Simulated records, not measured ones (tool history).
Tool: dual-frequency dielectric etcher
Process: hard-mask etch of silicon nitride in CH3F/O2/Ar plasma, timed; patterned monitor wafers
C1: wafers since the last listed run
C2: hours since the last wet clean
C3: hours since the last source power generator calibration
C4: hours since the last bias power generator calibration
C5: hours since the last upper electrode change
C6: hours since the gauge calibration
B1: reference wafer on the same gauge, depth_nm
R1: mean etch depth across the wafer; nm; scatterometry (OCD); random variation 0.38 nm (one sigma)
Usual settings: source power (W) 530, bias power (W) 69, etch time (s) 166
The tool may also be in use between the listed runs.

{"run": 1, "hour": 0.0, "source power (W)": 460, "bias power (W)": 69, "etch time (s)": 166, "C1": 0, "C2": 215.6, "C3": 4889, "C4": 4057.4, "C5": 2274.7, "C6": 3.6, "B1": 134, "R1": 123.9}
{"run": 2, "hour": 19.4, "source power (W)": 460, "bias power (W)": 69, "etch time (s)": 166, "C1": 169, "C2": 235, "C3": 4908.4, "C4": 4076.8, "C5": 2294.1, "C6": 23, "B1": 133.9, "R1": 123.9}
{"run": 3, "hour": 43.2, "source power (W)": 460, "bias power (W)": 69, "etch time (s)": 166, "C1": 208, "C2": 258.8, "C3": 4932.2, "C4": 4100.6, "C5": 2317.9, "C6": 46.8, "B1": 134, "R1": 124.4}
{"run": 4, "hour": 63.9, "source power (W)": 530, "bias power (W)": 69, "etch time (s)": 150, "C1": 181, "C2": 279.5, "C3": 4952.9, "C4": 4121.3, "C5": 2338.6, "C6": 67.5, "B1": 134, "R1": 117.6}
{"hour": 112.0, "done": "upper electrode replaced"}
{"hour": 119.7, "done": "source power generator calibrated"}
{"hour": 139.6, "done": "wet clean of the chamber"}
{"run": 5, "hour": 140.1, "source power (W)": 530, "bias power (W)": 69, "etch time (s)": 130, "C1": 247, "C2": 0.5, "C3": 20.4, "C4": 4197.5, "C5": 28.1, "C6": 143.7, "B1": 133.9, "R1": 102.4}
{"hour": 148.0, "done": "bias power generator calibrated"}
{"run": 6, "hour": 164.2, "source power (W)": 530, "bias power (W)": 69, "etch time (s)": 166, "C1": 175, "C2": 24.6, "C3": 44.5, "C4": 16.2, "C5": 52.2, "C6": 167.8, "B1": 134.1, "R1": 130.9}
{"run": 7, "hour": 182.3, "source power (W)": 530, "bias power (W)": 69, "etch time (s)": 166, "C1": 158, "C2": 42.7, "C3": 62.6, "C4": 34.3, "C5": 70.3, "C6": 185.9, "B1": 134, "R1": 131.2}
{"run": 8, "hour": 201.4, "source power (W)": 410, "bias power (W)": 57, "etch time (s)": 166, "C1": 167, "C2": 61.8, "C3": 81.7, "C4": 53.4, "C5": 89.4, "C6": 205, "B1": 134, "R1": 113.5}
{"run": 9, "hour": 229.3, "source power (W)": 530, "bias power (W)": 69, "etch time (s)": 166, "C1": 244, "C2": 89.7, "C3": 109.6, "C4": 81.3, "C5": 117.3, "C6": 232.9, "B1": 134.1, "R1": 132}
{"run": 10, "hour": 245.5, "source power (W)": 450, "bias power (W)": 53, "etch time (s)": 128.5, "C1": 141, "C2": 105.9, "C3": 125.8, "C4": 97.5, "C5": 133.5, "C6": 249.1, "B1": 134, "R1": 88.5}
{"hour": 279.3, "done": "gauge calibrated"}
{"run": 11, "hour": 280.8, "source power (W)": 630, "bias power (W)": 69, "etch time (s)": 189.5, "C1": 308, "C2": 141.2, "C3": 161.1, "C4": 132.8, "C5": 168.8, "C6": 1.5, "B1": 134, "R1": 158.8}
{"run": 12, "hour": 316.0, "source power (W)": 530, "bias power (W)": 62, "etch time (s)": 143, "C1": 308, "C2": 176.4, "C3": 196.3, "C4": 168, "C5": 204, "C6": 36.7, "B1": 134, "R1": 109.9}
{"run": 13, "hour": 347.5, "source power (W)": 530, "bias power (W)": 69, "etch time (s)": 166, "C1": 275, "C2": 207.9, "C3": 227.8, "C4": 199.5, "C5": 235.5, "C6": 68.2, "B1": 134, "R1": 131}
{"run": 14, "hour": 361.7, "source power (W)": 650, "bias power (W)": 76, "etch time (s)": 184.5, "C1": 124, "C2": 222.1, "C3": 242, "C4": 213.7, "C5": 249.7, "C6": 82.4, "B1": 134, "R1": 161}

The tool's hidden state at each run:
etch rate over this chamber's usual, %: 0 in every run
source power that arrives over what is set, %: 0 in every run
bias power that arrives over what is set, %: 0 in every run
gauge reads high (%): 0 in every run
